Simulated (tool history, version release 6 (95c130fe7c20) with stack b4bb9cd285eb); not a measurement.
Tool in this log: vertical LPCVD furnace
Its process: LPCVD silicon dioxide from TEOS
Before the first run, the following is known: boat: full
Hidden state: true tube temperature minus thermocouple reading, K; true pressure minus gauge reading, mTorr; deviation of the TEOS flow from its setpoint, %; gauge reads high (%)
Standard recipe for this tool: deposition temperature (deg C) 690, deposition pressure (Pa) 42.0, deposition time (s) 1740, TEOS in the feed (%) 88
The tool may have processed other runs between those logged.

run,hour,deposition temperature (deg C),deposition pressure (Pa),deposition time (s),TEOS in the feed (%),wafers since the last listed run,hours since the last temperature calibration,hours since the pressure gauge was zeroed,hours since the TEOS flow controller was replaced,hours since the gauge calibration,"read-back reference wafer on the same gauge, thickness",film thickness on the monitor wafer in the middle of the boat (angstrom)
1,0.0,690,42.0,1740,88,0,1489.8,4486.3,2036.6,231.6,211.05,2343.9
2,42.4,690,42.0,1740,88,586,1532.2,4528.7,2079.0,274.0,211.15,2342.4
3,72.2,690,42.0,1740,88,412,1562.0,4558.5,2108.8,303.8,210.91,2359.8
4,96.3,690,42.0,1740,88,333,1586.1,4582.6,2132.9,327.9,210.85,2358.6
5,129.3,690,42.0,1740,88,456,1619.1,4615.6,2165.9,360.9,211.01,2368.0
6,152.0,690,42.0,1740,88,313,1641.8,4638.3,2188.6,383.6,211.11,2367.6
7,173.9,693,42.0,2160,88,302,1663.7,4660.2,2210.5,405.5,210.81,3157.1
8,189.4,690,32.0,2190,88,214,1679.2,4675.7,2226.0,421.0,210.76,2598.5
9,202.1,686,42.0,1740,74,175,1691.9,4688.4,2238.7,433.7,211.08,1971.4
10,217.4,690,35.3,1740,97,211,1707.2,4703.7,2254.0,449.0,210.96,2287.0
# hour 279.7: pressure gauge zeroed
# hour 290.1: thermocouples replaced and temperature profile calibrated
11,290.6,690,42.0,1080,88,537,0.5,10.9,2327.2,522.2,210.69,1337.7
# hour 339.1: gauge calibrated
# hour 344.2: TEOS flow controller replaced
12,368.4,690,42.0,1740,88,744,78.3,88.7,24.2,29.3,211.05,2165.7
13,401.9,690,42.0,1740,88,463,111.8,122.2,57.7,62.8,210.93,2161.2
14,425.8,690,42.0,1740,97,330,135.7,146.1,81.6,86.7,211.02,2278.9
15,458.2,690,42.0,1740,88,448,168.1,178.5,114.0,119.1,210.82,2175.0

Predict each of these 3 candidate next runs independently; none follows another, all start after run 15:
A,463.1,690,42.0,1740,88,67,173.0,183.4,118.9,124.0,?,?
B,463.1,684,34.7,1740,88,67,173.0,183.4,118.9,124.0,?,?
C,463.1,690,44.7,1740,97,67,173.0,183.4,118.9,124.0,?,?

run,"read-back reference wafer on the same gauge, thickness",film thickness on the monitor wafer in the middle of the boat (angstrom)
A,211.22,2177.1
B,211.22,1714.0
C,211.22,2357.1
Take away the tool's hidden state, keep each run's random variation, and the runs would have read:
run,film thickness on the monitor wafer in the middle of the boat (angstrom)
A,2143.3
B,1687.1
C,2320.6
